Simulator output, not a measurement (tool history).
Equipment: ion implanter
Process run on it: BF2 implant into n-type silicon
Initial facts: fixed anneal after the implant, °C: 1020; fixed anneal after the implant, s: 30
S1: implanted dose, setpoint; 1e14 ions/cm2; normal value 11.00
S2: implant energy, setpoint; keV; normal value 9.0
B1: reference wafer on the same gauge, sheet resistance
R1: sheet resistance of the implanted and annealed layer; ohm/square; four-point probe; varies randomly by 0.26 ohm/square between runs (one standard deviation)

run,day,S1,S2,B1,R1
1,0.000,11.00,9.0,162.04,169.45
2,8.546,11.00,9.0,162.01,168.67
3,12.017,11.00,9.0,162.09,168.13
4,15.350,11.00,11.0,162.03,161.08
5,19.325,11.00,11.0,162.08,161.13
6,21.379,11.00,9.0,161.98,168.00
7,25.312,11.00,9.0,161.99,168.28
8,27.883,11.00,9.0,162.11,168.50
9,30.400,11.00,9.0,161.93,167.97
10,32.754,11.00,10.0,161.96,164.06
# day 35.350: extraction supply calibrated
11,35.979,11.00,10.0,162.02,165.40
12,37.642,11.00,10.0,161.93,165.65
13,39.671,11.00,9.0,162.05,169.92
14,41.258,11.00,9.0,161.96,169.18
15,44.121,11.00,9.0,162.05,168.92
16,45.862,11.00,9.0,161.99,168.93
17,47.688,11.00,9.0,162.09,169.02
18,49.471,11.00,9.0,162.10,169.28
19,53.312,12.79,9.0,161.98,160.19
20,55.988,11.00,9.0,162.11,168.10
21,57.775,9.05,11.5,162.03,174.67
22,59.650,9.51,11.0,162.05,172.34
23,62.262,11.00,9.0,162.01,168.39
24,65.821,14.11,9.0,161.97,156.10
25,68.438,8.55,12.0,162.02,177.97
# day 72.604: Faraday cup replaced and dose calibrated
26,72.746,8.47,11.5,162.01,183.98
27,74.912,12.68,9.0,161.96,161.35
28,79.121,9.91,10.0,161.88,174.49
29,81.317,14.29,9.0,162.03,155.85
# day 84.425: gauge calibrated
30,85.625,14.11,9.0,161.96,156.45
31,91.038,11.00,9.0,161.99,169.19
32,93.329,8.11,11.5,161.99,186.54
33,97.438,14.10,10.0,161.84,152.48
34,101.154,14.29,7.5,161.97,161.54
35,104.242,9.56,9.0,161.95,179.91
36,108.312,8.66,7.5,161.88,199.44
37,110.300,7.89,8.0,161.98,207.67
38,112.279,14.21,10.0,161.91,152.30

Measured less the same run without the tool's hidden state. The same run-to-run variation is in both; the gauge's scatter may not be:
Hidden conditions of the tool in this case: deviation of the true dose from the Faraday cup's reading, %; deviation of the true energy from its setpoint, %; gauge reads high (%).
run,R1
1,-2.11
2,-2.56
3,-2.70
4,-2.69
5,-2.82
6,-3.03
7,-3.14
8,-3.21
9,-3.26
10,-3.21
11,-1.83
12,-1.91
13,-2.12
14,-2.19
15,-2.30
16,-2.37
17,-2.44
18,-2.51
19,-1.80
20,-2.71
21,-3.53
22,-3.39
23,-2.89
24,-1.62
25,-4.10
26,-1.42
27,-1.06
28,-1.87
29,-1.17
30,-1.34
31,-2.40
32,-3.56
33,-1.64
34,-1.75
35,-3.73
36,-4.88
37,-5.40
38,-1.89
